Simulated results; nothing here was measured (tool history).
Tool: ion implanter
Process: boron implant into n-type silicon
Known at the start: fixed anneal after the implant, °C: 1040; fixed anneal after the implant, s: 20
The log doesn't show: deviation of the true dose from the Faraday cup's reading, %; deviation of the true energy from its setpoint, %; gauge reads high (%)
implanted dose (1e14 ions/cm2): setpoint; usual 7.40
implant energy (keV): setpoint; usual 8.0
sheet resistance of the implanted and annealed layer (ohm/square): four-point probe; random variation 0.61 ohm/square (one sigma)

run	hour	implanted dose (1e14 ions/cm2)	implant energy (keV)	wafers since the last listed run	hours since the last dose calibration	hours since the extraction supply was calibrated	hours since the gauge calibration	read-back reference wafer on the same gauge, sheet resistance	sheet resistance of the implanted and annealed layer (ohm/square)
1	0.0	7.40	8.5	0	417.7	4739.1	420.4	169.95	187.07
2	23.8	7.40	8.5	279	441.5	4762.9	444.2	170.07	187.37
3	43.6	7.40	8.0	232	461.3	4782.7	464.0	169.91	189.24
4	63.1	6.41	8.0	229	480.8	4802.2	483.5	169.85	212.86
5	84.7	6.41	8.0	253	502.4	4823.8	505.1	170.04	211.81
6	130.2	6.41	8.0	534	547.9	4869.3	550.6	169.95	212.90
7	156.0	7.40	8.0	303	573.7	4895.1	576.4	169.97	188.67
8	173.2	7.40	8.0	202	590.9	4912.3	593.6	170.01	190.00
9	192.9	7.40	8.0	231	610.6	4932.0	613.3	169.94	188.96
10	224.8	7.40	8.0	374	642.5	4963.9	645.2	169.99	188.83
11	236.9	7.40	8.0	142	654.6	4976.0	657.3	169.98	189.34
12	271.0	7.40	8.0	400	688.7	5010.1	691.4	170.06	189.72
# hour 292.4: gauge calibrated
13	295.5	5.91	8.0	287	713.2	5034.6	3.1	169.92	229.31
14	311.7	5.91	8.0	190	729.4	5050.8	19.3	170.01	230.39
15	342.3	5.91	8.0	359	760.0	5081.4	49.9	170.01	231.37
16	359.3	9.14	8.0	199	777.0	5098.4	66.9	169.91	159.31
17	385.8	7.40	8.0	311	803.5	5124.9	93.4	170.10	189.67
# hour 414.6: Faraday cup replaced and dose calibrated
18	415.1	6.56	8.0	250	0.5	5154.2	122.7	170.07	208.77
19	442.4	6.10	9.5	320	27.8	5181.5	150.0	170.03	218.72
20	476.4	7.40	6.0	399	61.8	5215.5	184.0	169.99	195.43
21	489.7	5.29	6.0	156	75.1	5228.8	197.3	170.04	258.46
22	504.3	8.63	7.0	171	89.7	5243.4	211.9	170.02	169.11
23	522.5	6.58	10.5	213	107.9	5261.6	230.1	170.04	201.18
24	556.9	7.40	8.0	404	142.3	5296.0	264.5	170.00	188.13
25	573.6	5.89	8.0	196	159.0	5312.7	281.2	169.88	229.12
# hour 609.9: extraction supply calibrated
26	610.4	7.40	9.0	338	195.8	0.5	318.0	169.99	185.26
27	620.2	7.40	5.5	115	205.6	10.3	327.8	169.98	197.51
28	649.6	9.12	6.0	345	235.0	39.7	357.2	170.16	166.39
29	669.3	7.40	8.0	231	254.7	59.4	376.9	169.92	188.03
30	703.9	6.33	6.0	406	289.3	94.0	411.5	169.97	221.86
31	737.7	7.40	8.0	397	323.1	127.8	445.3	170.08	188.64
32	756.1	5.91	8.0	216	341.5	146.2	463.7	169.96	228.60
33	783.4	8.71	6.0	320	368.8	173.5	491.0	170.04	172.68
34	798.7	6.32	8.0	179	384.1	188.8	506.3	170.05	215.67
35	832.7	7.40	8.0	399	418.1	222.8	540.3	169.99	188.45
36	863.4	7.40	7.0	360	448.8	253.5	571.0	169.93	191.14
37	876.0	5.91	8.0	148	461.4	266.1	583.6	170.08	227.77

Forecast each of these 4 alternatives for the next run:
A	876.4	7.40	8.0	4	461.8	266.5	584.0	?	?
B	876.4	5.59	5.5	4	461.8	266.5	584.0	?	?
C	876.4	8.76	5.5	4	461.8	266.5	584.0	?	?
D	876.4	7.40	6.5	4	461.8	266.5	584.0	?	?

run	read-back reference wafer on the same gauge, sheet resistance	sheet resistance of the implanted and annealed layer (ohm/square)
A	169.98	188.76
B	169.98	249.46
C	169.98	175.36
D	169.98	193.73
Without the tool's hidden state the same runs would have given:
run	sheet resistance of the implanted and annealed layer (ohm/square)
A	187.93
B	248.38
C	174.73
D	192.92
